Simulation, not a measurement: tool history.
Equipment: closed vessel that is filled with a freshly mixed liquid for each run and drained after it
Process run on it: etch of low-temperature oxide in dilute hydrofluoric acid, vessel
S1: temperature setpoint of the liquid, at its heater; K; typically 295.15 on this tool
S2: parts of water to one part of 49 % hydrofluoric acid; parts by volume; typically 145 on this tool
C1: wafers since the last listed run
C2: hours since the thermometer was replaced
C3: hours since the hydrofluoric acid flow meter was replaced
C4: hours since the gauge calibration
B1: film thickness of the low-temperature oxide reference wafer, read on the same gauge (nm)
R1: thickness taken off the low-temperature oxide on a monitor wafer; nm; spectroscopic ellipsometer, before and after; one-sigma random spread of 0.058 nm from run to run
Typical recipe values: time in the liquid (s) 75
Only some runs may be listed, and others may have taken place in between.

run 1 hour=0 | S1=293.15 S2=105 time_in_the_liquid_(s)=75 | C1=0 C2=3171.8 C3=1409.1 C4=80.5 | B1=119.99 | R1=10.11
run 2 hour=12.9 | S1=293.15 S2=105 time_in_the_liquid_(s)=75 | C1=1568 C2=3184.7 C3=1422 C4=93.4 | B1=119.99 | R1=9.92
run 3 hour=29.6 | S1=293.15 S2=105 time_in_the_liquid_(s)=75 | C1=2030 C2=3201.4 C3=1438.7 C4=110.1 | B1=120 | R1=10.09
run 4 hour=47.3 | S1=295.15 S2=145 time_in_the_liquid_(s)=75 | C1=2152 C2=3219.1 C3=1456.4 C4=127.8 | B1=120.02 | R1=7.44
run 5 hour=57.6 | S1=295.15 S2=145 time_in_the_liquid_(s)=75 | C1=1252 C2=3229.4 C3=1466.7 C4=138.1 | B1=119.98 | R1=7.46
run 6 hour=80.5 | S1=295.15 S2=145 time_in_the_liquid_(s)=75 | C1=2784 C2=3252.3 C3=1489.6 C4=161 | B1=119.98 | R1=7.52
run 7 hour=98.2 | S1=295.15 S2=145 time_in_the_liquid_(s)=75 | C1=2152 C2=3270 C3=1507.3 C4=178.7 | B1=120 | R1=7.42
run 8 hour=112.8 | S1=295.15 S2=145 time_in_the_liquid_(s)=75 | C1=1775 C2=3284.6 C3=1521.9 C4=193.3 | B1=119.99 | R1=7.5
run 9 hour=129.6 | S1=295.15 S2=145 time_in_the_liquid_(s)=75 | C1=2043 C2=3301.4 C3=1538.7 C4=210.1 | B1=120.03 | R1=7.43
run 10 hour=136.5 | S1=295.15 S2=145 time_in_the_liquid_(s)=75 | C1=839 C2=3308.3 C3=1545.6 C4=217 | B1=120.03 | R1=7.51
-- hour=151.8 hydrofluoric acid flow meter replaced
run 11 hour=154.2 | S1=295.15 S2=145 time_in_the_liquid_(s)=75 | C1=2030 C2=3326 C3=2.4 C4=234.7 | B1=119.99 | R1=8.59
run 12 hour=166.9 | S1=295.15 S2=145 time_in_the_liquid_(s)=75 | C1=1544 C2=3338.7 C3=15.1 C4=247.4 | B1=120 | R1=8.64
-- hour=177 thermometer replaced
run 13 hour=184.4 | S1=290.15 S2=100 time_in_the_liquid_(s)=55 | C1=2006 C2=7.4 C3=32.6 C4=264.9 | B1=120.01 | R1=7.77
run 14 hour=193.7 | S1=295.15 S2=145 time_in_the_liquid_(s)=75 | C1=1130 C2=16.7 C3=41.9 C4=274.2 | B1=120 | R1=8.54
run 15 hour=208 | S1=297.65 S2=175 time_in_the_liquid_(s)=75 | C1=1739 C2=31 C3=56.2 C4=288.5 | B1=120.02 | R1=7.58
run 16 hour=224 | S1=297.65 S2=145 time_in_the_liquid_(s)=75 | C1=1945 C2=47 C3=72.2 C4=304.5 | B1=120.02 | R1=9.41
-- hour=235.5 gauge calibrated
run 17 hour=236.2 | S1=295.15 S2=145 time_in_the_liquid_(s)=75 | C1=1483 C2=59.2 C3=84.4 C4=0.7 | B1=119.99 | R1=8.45
run 18 hour=246.7 | S1=299.65 S2=145 time_in_the_liquid_(s)=75 | C1=1276 C2=69.7 C3=94.9 C4=11.2 | B1=120.02 | R1=10.05
run 19 hour=261.9 | S1=296.65 S2=145 time_in_the_liquid_(s)=105 | C1=1848 C2=84.9 C3=110.1 C4=26.4 | B1=120 | R1=12.79
run 20 hour=283.6 | S1=299.65 S2=85 time_in_the_liquid_(s)=75 | C1=2638 C2=106.6 C3=131.8 C4=48.1 | B1=120.02 | R1=18.71
run 21 hour=301 | S1=295.15 S2=145 time_in_the_liquid_(s)=75 | C1=2116 C2=124 C3=149.2 C4=65.5 | B1=120 | R1=8.5
run 22 hour=311.5 | S1=291.15 S2=145 time_in_the_liquid_(s)=75 | C1=1276 C2=134.5 C3=159.7 C4=76 | B1=119.97 | R1=7.22
run 23 hour=323.4 | S1=295.15 S2=105 time_in_the_liquid_(s)=75 | C1=1447 C2=146.4 C3=171.6 C4=87.9 | B1=120.05 | R1=12.33
run 24 hour=331.7 | S1=295.15 S2=115 time_in_the_liquid_(s)=105 | C1=1009 C2=154.7 C3=179.9 C4=96.2 | B1=120.03 | R1=15.47

Predict each of these 5 candidate next runs independently; none follows another, all start after run 24:
run A hour=332.4 | S1=295.15 S2=145 time_in_the_liquid_(s)=75 | C1=85 C2=155.4 C3=180.6 C4=96.9 | B1=? | R1=?
run B hour=332.4 | S1=293.65 S2=145 time_in_the_liquid_(s)=35 | C1=85 C2=155.4 C3=180.6 C4=96.9 | B1=? | R1=?
run C hour=332.4 | S1=296.65 S2=145 time_in_the_liquid_(s)=55 | C1=85 C2=155.4 C3=180.6 C4=96.9 | B1=? | R1=?
run D hour=332.4 | S1=295.15 S2=145 time_in_the_liquid_(s)=90 | C1=85 C2=155.4 C3=180.6 C4=96.9 | B1=? | R1=?
run E hour=332.4 | S1=297.15 S2=170 time_in_the_liquid_(s)=95 | C1=85 C2=155.4 C3=180.6 C4=96.9 | B1=? | R1=?

run=A B1=120.03 R1=8.44
run=B B1=120.03 R1=3.71
run=C B1=120.03 R1=6.56
run=D B1=120.03 R1=10.13
run=E B1=120.03 R1=9.57
Take away the tool's hidden state, keep each run's random variation, and the runs would have read:
run=A R1=8.68
run=B R1=3.82
run=C R1=6.75
run=D R1=10.42
run=E R1=9.85
